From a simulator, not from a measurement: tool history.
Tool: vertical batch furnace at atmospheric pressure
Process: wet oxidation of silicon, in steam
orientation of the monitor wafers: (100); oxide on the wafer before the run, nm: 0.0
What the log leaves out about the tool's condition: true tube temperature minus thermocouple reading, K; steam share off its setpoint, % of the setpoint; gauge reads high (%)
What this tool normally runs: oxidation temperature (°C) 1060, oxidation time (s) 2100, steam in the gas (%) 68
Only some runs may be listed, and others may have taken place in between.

| run | hour | oxidation temperature (°C) | oxidation time (s) | steam in the gas (%) | wafers since the last listed run | hours since the last temperature calibration | hours since the steam generator was serviced | hours since the gauge calibration | read-back reference wafer on the same gauge, thickness | oxide thickness on the monitor wafer (Å) |
|---|---|---|---|---|---|---|---|---|---|---|
| 1 | 0.0 | 1060 | 2100 | 68 | 0 | 2233.4 | 841.4 | 1418.9 | 331.32 | 3132.5 |
| 2 | 71.4 | 1060 | 2100 | 68 | 969 | 2304.8 | 912.8 | 1490.3 | 332.21 | 3139.1 |
| 3 | 135.4 | 1069 | 2100 | 68 | 869 | 2368.8 | 976.8 | 1554.3 | 332.44 | 3299.3 |
| 4 | 191.1 | 1069 | 2100 | 68 | 756 | 2424.5 | 1032.5 | 1610.0 | 332.19 | 3294.2 |
| 5 | 230.3 | 1060 | 2100 | 68 | 532 | 2463.7 | 1071.7 | 1649.2 | 331.78 | 3116.4 |
| 6 | 296.0 | 1060 | 2100 | 68 | 892 | 2529.4 | 1137.4 | 1714.9 | 332.03 | 3142.8 |
| 7 | 351.0 | 1060 | 2100 | 68 | 746 | 2584.4 | 1192.4 | 1769.9 | 332.03 | 3140.6 |
| 8 | 426.9 | 1060 | 2100 | 68 | 1030 | 2660.3 | 1268.3 | 1845.8 | 332.38 | 3104.6 |
| 9 | 481.3 | 1060 | 2100 | 68 | 738 | 2714.7 | 1322.7 | 1900.2 | 331.69 | 3116.4 |
| 10 | 536.6 | 1060 | 2100 | 68 | 751 | 2770.0 | 1378.0 | 1955.5 | 332.09 | 3129.2 |
| 11 | 579.5 | 1060 | 2100 | 68 | 582 | 2812.9 | 1420.9 | 1998.4 | 331.59 | 3115.4 |
|  | 617.3 | gauge calibrated |
| 12 | 631.1 | 1065 | 2100 | 68 | 700 | 2864.5 | 1472.5 | 13.8 | 331.89 | 3212.9 |
| 13 | 736.9 | 1060 | 2100 | 68 | 1436 | 2970.3 | 1578.3 | 119.6 | 332.48 | 3118.4 |
| 14 | 791.4 | 1060 | 2100 | 68 | 740 | 3024.8 | 1632.8 | 174.1 | 331.87 | 3147.5 |
|  | 854.0 | thermocouples replaced and temperature profile calibrated |
| 15 | 854.5 | 1060 | 2100 | 68 | 531 | 0.5 | 1695.9 | 237.2 | 332.25 | 3117.7 |
| 16 | 906.2 | 1060 | 2100 | 62 | 702 | 52.2 | 1747.6 | 288.9 | 331.64 | 2920.6 |
| 17 | 1003.0 | 1060 | 2820 | 68 | 1314 | 149.0 | 1844.4 | 385.7 | 331.97 | 3754.6 |
| 18 | 1062.7 | 1079 | 2370 | 68 | 810 | 208.7 | 1904.1 | 445.4 | 331.88 | 3748.4 |
| 19 | 1141.3 | 1060 | 1230 | 68 | 1067 | 287.3 | 1982.7 | 524.0 | 331.36 | 2190.2 |
| 20 | 1217.1 | 1060 | 2430 | 72 | 1029 | 363.1 | 2058.5 | 599.8 | 332.40 | 3574.4 |
| 21 | 1303.0 | 1060 | 2430 | 72 | 1166 | 449.0 | 2144.4 | 685.7 | 332.32 | 3553.2 |
| 22 | 1360.3 | 1083 | 1260 | 74 | 778 | 506.3 | 2201.7 | 743.0 | 331.71 | 2746.3 |
| 23 | 1455.8 | 1045 | 3090 | 74 | 1297 | 601.8 | 2297.2 | 838.5 | 332.40 | 3847.0 |
| 24 | 1514.4 | 1060 | 2100 | 68 | 795 | 660.4 | 2355.8 | 897.1 | 332.39 | 3134.6 |
|  | 1586.3 | steam generator serviced |
| 25 | 1586.8 | 1052 | 2550 | 77 | 657 | 732.8 | 0.5 | 969.5 | 331.86 | 3642.8 |
| 26 | 1663.9 | 1060 | 1230 | 72 | 1047 | 809.9 | 77.6 | 1046.6 | 331.24 | 2283.3 |
| 27 | 1728.7 | 1060 | 2100 | 68 | 880 | 874.7 | 142.4 | 1111.4 | 331.57 | 3126.2 |
| 28 | 1846.8 | 1079 | 2100 | 59 | 1604 | 992.8 | 260.5 | 1229.5 | 331.64 | 3193.4 |
| 29 | 1906.3 | 1060 | 1410 | 68 | 808 | 1052.3 | 320.0 | 1289.0 | 331.87 | 2406.1 |
| 30 | 1943.5 | 1043 | 2100 | 68 | 505 | 1089.5 | 357.2 | 1326.2 | 331.97 | 2815.9 |
| 31 | 2036.8 | 1035 | 2970 | 63 | 1267 | 1182.8 | 450.5 | 1419.5 | 332.28 | 3182.2 |

For each entry between runs, how does the tool's hidden state at the last listed run before it compare with that at the first listed run after it?
Runs 11 to 12: gauge calibrated (hour 617.3)
  nothing in the hidden state changes from one run to the other
Runs 14 to 15: thermocouples replaced and temperature profile calibrated (hour 854.0)
  nothing in the hidden state changes from one run to the other
Runs 24 to 25: steam generator serviced (hour 1586.3)
  nothing in the hidden state changes from one run to the other

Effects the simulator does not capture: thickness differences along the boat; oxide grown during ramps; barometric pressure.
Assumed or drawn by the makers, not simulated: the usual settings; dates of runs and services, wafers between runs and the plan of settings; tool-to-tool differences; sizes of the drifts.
